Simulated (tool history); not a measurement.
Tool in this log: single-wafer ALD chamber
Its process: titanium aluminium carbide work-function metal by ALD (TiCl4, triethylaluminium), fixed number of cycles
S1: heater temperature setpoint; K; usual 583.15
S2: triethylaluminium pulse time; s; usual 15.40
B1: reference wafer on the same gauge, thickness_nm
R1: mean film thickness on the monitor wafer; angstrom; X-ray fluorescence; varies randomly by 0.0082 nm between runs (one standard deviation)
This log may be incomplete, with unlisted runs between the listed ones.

run 1 hour=0.0 | S1=578.15 S2=19.42 | B1=1.780 | R1=20.24
run 2 hour=14.4 | S1=583.15 S2=15.40 | B1=1.780 | R1=20.40
run 3 hour=35.8 | S1=583.15 S2=15.40 | B1=1.782 | R1=20.37
run 4 hour=48.7 | S1=573.15 S2=15.40 | B1=1.779 | R1=19.65
run 5 hour=77.1 | S1=575.15 S2=17.01 | B1=1.780 | R1=19.97
run 6 hour=102.2 | S1=575.15 S2=17.01 | B1=1.780 | R1=19.77
run 7 hour=123.9 | S1=575.15 S2=17.01 | B1=1.778 | R1=19.83
run 8 hour=148.2 | S1=583.15 S2=15.40 | B1=1.781 | R1=20.48
run 9 hour=176.2 | S1=583.15 S2=15.40 | B1=1.780 | R1=20.40
run 10 hour=199.2 | S1=583.15 S2=15.40 | B1=1.778 | R1=20.49
run 11 hour=226.2 | S1=593.15 S2=15.40 | B1=1.780 | R1=21.27
-- hour=228.8 gauge calibrated
run 12 hour=241.9 | S1=593.15 S2=15.40 | B1=1.780 | R1=21.23
run 13 hour=265.5 | S1=593.15 S2=15.40 | B1=1.781 | R1=21.19
run 14 hour=288.3 | S1=583.15 S2=17.11 | B1=1.781 | R1=20.57
run 15 hour=307.2 | S1=583.15 S2=15.40 | B1=1.782 | R1=20.25
run 16 hour=335.4 | S1=583.15 S2=19.66 | B1=1.780 | R1=20.63
-- hour=363.3 showerhead replaced
run 17 hour=366.2 | S1=596.15 S2=9.49 | B1=1.780 | R1=18.03

Predict the results of run 18:
run 18 hour=390.3 | S1=583.15 S2=17.11 | B1=? | R1=?

For run 18 the tool returned B1 1.778, R1 20.48 angstrom.
The same run, on a tool lacking any hidden state, would have yielded R1 20.67 angstrom.
